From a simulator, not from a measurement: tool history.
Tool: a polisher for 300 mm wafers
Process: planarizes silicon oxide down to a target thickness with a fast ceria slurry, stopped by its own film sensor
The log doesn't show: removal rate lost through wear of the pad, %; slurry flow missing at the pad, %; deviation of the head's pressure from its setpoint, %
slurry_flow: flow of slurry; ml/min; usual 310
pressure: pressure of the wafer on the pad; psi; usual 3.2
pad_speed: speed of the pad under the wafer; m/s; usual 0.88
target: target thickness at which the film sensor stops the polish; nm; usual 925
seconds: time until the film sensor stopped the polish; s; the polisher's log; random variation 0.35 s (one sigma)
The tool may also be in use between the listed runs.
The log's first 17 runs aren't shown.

run    hour  slurry_flow  pressure  pad_speed  target  wafers since the last listed run  wafers polished on this pad  hours since the slurry nozzle was cleaned  hours since the head pressure was calibrated  incoming thickness of the incoming film, nm  seconds
 18   920.1          410       3.2       0.88     925                               700                         2418                                      471.7                                         703.2                                       1471.7     37.4
 19   956.2          310       3.2       0.88     925                               534                         2952                                      507.8                                         739.3                                       1488.1     40.2
     1014.4  -- head pressure recalibrated
 20  1024.0          310       3.2       0.88     925                               974                         3927                                      575.6                                           9.6                                       1471.8     35.8
 21  1071.4          310       3.2       0.88     925                               701                         4629                                      623.0                                          57.0                                       1502.8     38.3
     1101.7  -- worn pad replaced by a new one
 22  1102.2          205       3.2       0.88     925                               396                            7                                      653.8                                          87.8                                       1510.1     42.2
 23  1142.6          310       3.2       0.88     925                               598                          605                                      694.2                                         128.2                                       1476.5     37.7
 24  1191.3          310       2.8       0.88    1072                               721                         1327                                      742.9                                         176.9                                       1504.2     33.7
     1292.7  -- slurry nozzle cleaned
 25  1331.1          205       2.4       0.88    1126                              2055                         3382                                       38.4                                         316.7                                       1505.1     34.7
 26  1387.0          310       3.8       0.60     983                               827                         4210                                       94.3                                         372.6                                       1519.3     39.3
 27  1416.5          310       3.2       1.18     925                               436                         4647                                      123.8                                         402.1                                       1489.1     31.2
     1451.6  -- worn pad replaced by a new one
 28  1474.0          235       3.2       0.88     830                               792                          332                                      181.3                                         459.6                                       1496.6     47.2
 29  1506.4          355       2.5       0.76     781                               479                          811                                      213.7                                         492.0                                       1490.7     66.7
 30  1533.4          310       2.2       1.16     925                               399                         1211                                      240.7                                         519.0                                       1513.3     46.5
 31  1577.6          355       2.3       0.80    1022                               654                         1866                                      284.9                                         563.2                                       1487.4     45.6
 32  1607.3          265       3.2       1.12     925                               439                         2306                                      314.6                                         592.9                                       1493.2     34.0
 33  1674.8          365       3.2       0.76    1091                               999                         3305                                      382.1                                         660.4                                       1508.9     31.5
 34  1729.1          355       3.7       0.88     925                               804                         4109                                      436.4                                         714.7                                       1486.1     34.4
 35  1773.0          310       3.2       0.88     925                               650                         4759                                      480.3                                         758.6                                       1490.0     39.9

4 ways to go on from here, each from the tool as it stands after run 35. What would each give?
  A  1773.4          310       3.2       0.88     981                                 5                         4765                                      480.7                                         759.0                                       1525.1        ?
  B  1773.4          210       2.6       0.88    1082                                 5                         4765                                      480.7                                         759.0                                       1525.1        ?
  C  1773.4          370       3.9       0.88    1016                                 5                         4765                                      480.7                                         759.0                                       1525.1        ?
  D  1773.4          265       2.8       0.88     925                                 5                         4765                                      480.7                                         759.0                                       1525.1        ?

run  seconds
  A     38.7
  B     40.2
  C     29.5
  D     49.1
Without the tool's hidden state the same runs would have given:
run  seconds
  A     33.5
  B     34.4
  C     25.7
  D     42.3
